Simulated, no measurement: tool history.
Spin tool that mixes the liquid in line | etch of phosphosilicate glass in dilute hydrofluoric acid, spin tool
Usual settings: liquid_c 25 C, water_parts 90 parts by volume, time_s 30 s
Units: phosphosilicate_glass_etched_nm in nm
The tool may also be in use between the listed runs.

run   hour  liquid_c  water_parts  time_s  wafers since the last listed run  hours since the thermometer was replaced  hours since the hydrofluoric acid flow meter was replaced  hours since the gauge calibration  read-back film thickness of the phosphosilicate glass reference wafer, read on the same gauge (nm)  phosphosilicate_glass_etched_nm
  1      0        24           90      20                                 0                                     305.3                                                     1591.9                              144.8                                                                                               70.01                            24.21
  2   13.6        24           90      20                               198                                     318.9                                                     1605.5                              158.4                                                                                               70.02                            24.22
  3   28.5        24           90      20                               216                                     333.8                                                     1620.4                              173.3                                                                                               69.97                            24.02
  4   46.2        25           90      30                               257                                     351.5                                                     1638.1                                191                                                                                               69.98                            37.63
  5     64        25           90      30                               259                                     369.3                                                     1655.9                              208.8                                                                                               70.05                            37.42
  6   71.3        25           90      30                               106                                     376.6                                                     1663.2                              216.1                                                                                               69.96                             37.2
  7   81.1        25           90      30                               142                                     386.4                                                       1673                              225.9                                                                                               70.03                             37.1
  8   95.3        25           90      30                               206                                     400.6                                                     1687.2                              240.1                                                                                               70.02                            37.32
  9  101.7        21           90      30                                93                                       407                                                     1693.6                              246.5                                                                                               69.99                            31.95
 10  108.4        21           90      30                                97                                     413.7                                                     1700.3                              253.2                                                                                               69.99                            31.76
 11  122.6        21           90      30                               206                                     427.9                                                     1714.5                              267.4                                                                                                  70                            31.78
     133.5  -- gauge calibrated
 12    136        25          115      30                               195                                     441.3                                                     1727.9                                2.5                                                                                                  70                               28
 13  153.9      28.5          115      15                               260                                     459.2                                                     1745.8                               20.4                                                                                               70.03                            15.98
 14  169.1      29.5          115      15                               221                                     474.4                                                       1761                               35.6                                                                                               70.01                             16.6
 15  176.1        25          105      30                               101                                     481.4                                                       1768                               42.6                                                                                               70.01                            31.12
 16  219.2      28.5           65      40                               627                                     524.5                                                     1811.1                               85.7                                                                                               69.97                            80.83
 17  235.7        25           90      30                               240                                       541                                                     1827.6                              102.2                                                                                               70.02                            37.14
 18  251.3        25           90      30                               227                                     556.6                                                     1843.2                              117.8                                                                                               70.03                            36.67
     258.4  -- hydrofluoric acid flow meter replaced
     264.6  -- thermometer replaced
 19  265.1      27.5           75      45                               171                                       0.5                                                        6.7                              131.6                                                                                               69.97                            87.45
 20  281.4        20          115      40                               237                                      16.8                                                         23                              147.9                                                                                                  70                            35.44
 21  298.8        22           70      20                               253                                      34.2                                                       40.4                              165.3                                                                                               69.97                            33.55
 22  310.8        25          125      25                               174                                      46.2                                                       52.4                              177.3                                                                                               70.01                            24.55

Run 23 comes next. What will it give?
 23  323.6        25           60      30                               186                                        59                                                       65.2                              190.1                                                                                                   ?                                ?

Run 23 gave read-back film thickness of the phosphosilicate glass reference wafer, read on the same gauge (nm) 70.01, phosphosilicate_glass_etched_nm 66.84 nm.
Without the tool's hidden state the same run would have given phosphosilicate_glass_etched_nm 67.93 nm.

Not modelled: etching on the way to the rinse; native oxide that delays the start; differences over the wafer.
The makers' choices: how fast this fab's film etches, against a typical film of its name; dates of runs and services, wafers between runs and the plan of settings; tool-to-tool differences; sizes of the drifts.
